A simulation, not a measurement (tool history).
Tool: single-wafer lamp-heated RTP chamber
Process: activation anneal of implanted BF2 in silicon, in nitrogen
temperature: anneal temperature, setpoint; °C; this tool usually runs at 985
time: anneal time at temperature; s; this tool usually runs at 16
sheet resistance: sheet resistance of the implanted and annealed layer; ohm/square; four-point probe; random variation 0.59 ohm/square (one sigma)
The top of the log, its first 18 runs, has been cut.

| run | hour | temperature | time | wafers since the last listed run | wafers since the last pyrometer calibration | wafers since the reflector plate was cleaned | hours since the gauge calibration | read-back reference wafer on the same gauge, sheet resistance | sheet resistance |
|---|---|---|---|---|---|---|---|---|---|
| 19 | 1075.3 | 1013 | 25 | 597 | 4495 | 4121 | 1071.7 | 310.88 | 368.49 |
| 20 | 1129.6 | 985 | 16 | 1019 | 5515 | 5140 | 1126.0 | 311.01 | 372.83 |
| 21 | 1162.6 | 959 | 16 | 619 | 6135 | 5760 | 1159.0 | 310.89 | 387.00 |
| 22 | 1196.0 | 993 | 11 | 627 | 6762 | 6388 | 1192.4 | 310.97 | 372.81 |
| 23 | 1238.7 | 1005 | 20 | 802 | 7564 | 7190 | 1235.1 | 310.88 | 370.84 |
|  | 1258.5 | pyrometer window cleaned and pyrometer calibrated |
|  | 1277.6 | reflector plate cleaned |
| 24 | 1280.4 | 1011 | 16 | 482 | 260 | 51 | 1276.8 | 311.02 | 371.11 |
| 25 | 1317.9 | 985 | 16 | 704 | 964 | 756 | 1314.3 | 310.84 | 373.98 |
| 26 | 1356.9 | 985 | 16 | 732 | 1697 | 1488 | 1353.3 | 311.06 | 374.51 |
|  | 1394.9 | gauge calibrated |
| 27 | 1411.9 | 985 | 16 | 1033 | 2730 | 2521 | 17.0 | 310.92 | 374.31 |
| 28 | 1481.1 | 1005 | 12 | 1299 | 4029 | 3821 | 86.2 | 310.88 | 372.63 |
| 29 | 1528.4 | 977 | 8 | 888 | 4918 | 4709 | 133.5 | 310.93 | 378.10 |
| 30 | 1594.9 | 985 | 16 | 1249 | 6167 | 5958 | 200.0 | 311.02 | 373.66 |
| 31 | 1656.2 | 985 | 16 | 1151 | 7318 | 7110 | 261.3 | 311.01 | 373.07 |
|  | 1678.6 | pyrometer window cleaned and pyrometer calibrated |
| 32 | 1727.4 | 970 | 10 | 1187 | 917 | 8297 | 332.5 | 311.07 | 385.32 |
|  | 1748.4 | reflector plate cleaned |
| 33 | 1797.9 | 995 | 8 | 1173 | 2091 | 929 | 403.0 | 310.99 | 373.02 |
| 34 | 1835.0 | 973 | 10 | 696 | 2787 | 1626 | 440.1 | 311.01 | 381.82 |
| 35 | 2001.9 | 1002 | 13 | 3134 | 5922 | 4761 | 607.0 | 310.94 | 371.01 |

5 options for the next run, each taken on its own from the tool as it stands now. Forecast them:
| A | 2002.3 | 985 | 16 | 7 | 5930 | 4768 | 607.4 | ? | ? |
| B | 2002.3 | 974 | 25 | 7 | 5930 | 4768 | 607.4 | ? | ? |
| C | 2002.3 | 968 | 16 | 7 | 5930 | 4768 | 607.4 | ? | ? |
| D | 2002.3 | 1008 | 24 | 7 | 5930 | 4768 | 607.4 | ? | ? |
| E | 2002.3 | 968 | 12 | 7 | 5930 | 4768 | 607.4 | ? | ? |

| run | read-back reference wafer on the same gauge, sheet resistance | sheet resistance |
|---|---|---|
| A | 310.99 | 373.99 |
| B | 310.99 | 375.20 |
| C | 310.99 | 380.43 |
| D | 310.99 | 369.91 |
| E | 310.99 | 381.81 |
Take away the tool's hidden state, keep each run's random variation, and the runs would have read:
| run | sheet resistance |
|---|---|
| A | 376.32 |
| B | 379.57 |
| C | 387.64 |
| D | 370.56 |
| E | 389.54 |
